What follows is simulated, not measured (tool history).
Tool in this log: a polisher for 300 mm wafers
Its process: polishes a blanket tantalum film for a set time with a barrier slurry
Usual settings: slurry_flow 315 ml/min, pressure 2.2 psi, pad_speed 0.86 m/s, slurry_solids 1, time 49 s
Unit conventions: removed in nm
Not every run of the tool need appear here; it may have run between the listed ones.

run    hour  slurry_flow  pressure  pad_speed  slurry_solids  time  wafers since the last listed run  wafers polished on this pad  hours since the slurry nozzle was cleaned  hours since the head pressure was calibrated  hours since the slurry blender was calibrated  incoming thickness of the incoming film, nm  removed
  1       0          315       2.2       0.86           1.15    49                                 0                          401                                      207.5                                        1000.8                                          363.3                                        349.2     74.3
       30.7  -- slurry blender recalibrated
  2    61.5          315       2.2       0.98              1    43                               354                          756                                        269                                        1062.3                                           30.8                                          350     73.1
  3    94.9          315       2.2       0.98              1    43                               198                          954                                      302.4                                        1095.7                                           64.2                                        348.2     72.8
      112.6  -- slurry nozzle cleaned
      168.1  -- worn pad replaced by a new one
  4   168.6          315       2.2       0.98              1    43                               408                            2                                         56                                        1169.4                                          137.9                                        349.6       74
  5   198.3          315       2.2       0.86              1    49                               176                          179                                       85.7                                        1199.1                                          167.6                                        357.2     73.5
  6   245.1          315       2.2       0.86              1    49                               278                          458                                      132.5                                        1245.9                                          214.4                                          352     75.4
  7   308.6          315       2.2       0.86              1    49                               377                          836                                        196                                        1309.4                                          277.9                                        345.9     72.5
  8   365.3          315       2.2       0.86            1.1    55                               337                         1173                                      252.7                                        1366.1                                          334.6                                        356.3     84.4
      391.1  -- worn pad replaced by a new one
  9   395.5          315       2.2       0.86            1.1    55                               155                           25                                      282.9                                        1396.3                                          364.8                                        348.2     85.7
      432.3  -- slurry nozzle cleaned
 10   458.3          315       2.2       0.86              1    49                               367                          393                                         26                                        1459.1                                          427.6                                          346       71
      482.5  -- slurry blender recalibrated
 11   523.7          315       2.2       0.86              1    49                               377                          771                                       91.4                                        1524.5                                           41.2                                        346.8     78.5
      531.6  -- head pressure recalibrated
 12   581.6          275       2.9       0.86            0.9    37                               332                         1103                                      149.3                                            50                                           99.1                                        357.4     65.9
      604.1  -- worn pad replaced by a new one
 13   646.9          315       2.2       1.08              1    49                               364                          254                                      214.6                                         115.3                                          164.4                                        355.8     86.9
      691.6  -- slurry nozzle cleaned
 14   698.1          315       2.2       1.04              1    64                               298                          553                                        6.5                                         166.5                                          215.6                                        350.8    108.7
 15   737.1          315       2.2       0.86              1    44                               232                          785                                       45.5                                         205.5                                          254.6                                          350     60.7
 16   805.6          315       2.2       0.86              1    49                               407                         1193                                        114                                           274                                          323.1                                        347.9     67.7
 17   833.7          260       2.2       0.98              1    49                               167                         1360                                      142.1                                         302.1                                          351.2                                        345.5     75.5
      851.8  -- worn pad replaced by a new one
 18   891.3          315       2.2       0.62              1    49                               319                          235                                      199.7                                         359.7                                          408.8                                        352.3     47.9
      900.4  -- slurry blender recalibrated
 19   940.9          315       2.7        0.6              1    49                               283                          518                                      249.3                                         409.3                                           40.5                                        351.3     60.3
 20     985          365       2.2       0.86            1.2    49                               262                          780                                      293.4                                         453.4                                           84.6                                        350.6     72.3
     1028.3  -- slurry nozzle cleaned
 21  1050.2          315       2.2       0.86            1.2    36                               382                         1163                                       21.9                                         518.6                                          149.8                                        343.3     54.1
     1056.6  -- worn pad replaced by a new one
 22  1086.7          315       2.2       0.86              1    49                               193                          179                                       58.4                                         555.1                                          186.3                                        349.9     69.2

The next listed run, before its measurement:
 23  1121.2          315       2.2       0.86              1    49                               205                          384                                       92.9                                         589.6                                          220.8                                        349.8        ?

removed: 70.6 nm
Take away the tool's hidden state, keep the run-to-run variation as it was, and the same run would have given removed 69.5 nm.

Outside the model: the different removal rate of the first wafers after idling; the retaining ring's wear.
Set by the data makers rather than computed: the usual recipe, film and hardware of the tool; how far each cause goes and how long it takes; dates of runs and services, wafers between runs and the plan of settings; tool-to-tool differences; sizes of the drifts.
